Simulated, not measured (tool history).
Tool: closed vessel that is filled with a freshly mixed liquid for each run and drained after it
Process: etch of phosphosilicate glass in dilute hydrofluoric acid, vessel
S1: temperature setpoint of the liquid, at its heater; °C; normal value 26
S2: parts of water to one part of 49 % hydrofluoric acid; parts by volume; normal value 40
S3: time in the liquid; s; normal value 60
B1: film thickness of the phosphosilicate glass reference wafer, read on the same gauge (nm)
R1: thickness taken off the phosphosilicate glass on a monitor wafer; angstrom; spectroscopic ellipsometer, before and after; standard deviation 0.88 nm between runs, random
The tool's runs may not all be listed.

run   hour    S1  S2  S3      B1      R1
  1      0    26  40  60  109.98     894
  2   42.6    26  40  60  110.01   904.6
  3   79.7    26  40  60  109.95   897.6
  4  124.5    26  40  60  110.02   889.6
  5  157.6    26  40  60  110.03     902
  6  193.7    25  40  60  109.95     855
  7  254.6    26  45  35  109.96   458.6
  8  316.7    26  30  75  110.02  1489.6
  9  386.6    29  50  60  109.96     798
       388  -- gauge calibrated
     393.1  -- hydrofluoric acid flow meter replaced
 10  418.5    26  20  60  109.96  1820.9
 11  454.3    26  40  85  109.99  1245.9
 12  518.5    26  25  60  109.99    1441
 13  567.9    26  40  60  109.99     884
     600.9  -- thermometer replaced
 14  622.3    31  35  60  109.98    1398
 15  681.3    26  35  75  109.99  1431.6
 16  710.3    26  40  60     110   997.8
 17  757.6  27.5  40  80  109.98  1413.5

Below are 4 alternative next runs, each starting from the tool's condition after run 17. Predict each:
  A  758.3    26  50  60   ?   ?
  B  758.3  27.5  40  60   ?   ?
  C  758.3    28  45  45   ?   ?
  D  758.3    26  45  60   ?   ?

run      B1      R1
  A  110.03   779.9
  B  110.03  1050.9
  C  110.03   709.7
  D  110.03   872.6
Without the tool's hidden state the same runs would have given:
run      R1
  A   791.4
  B  1066.3
  C     720
  D   885.5
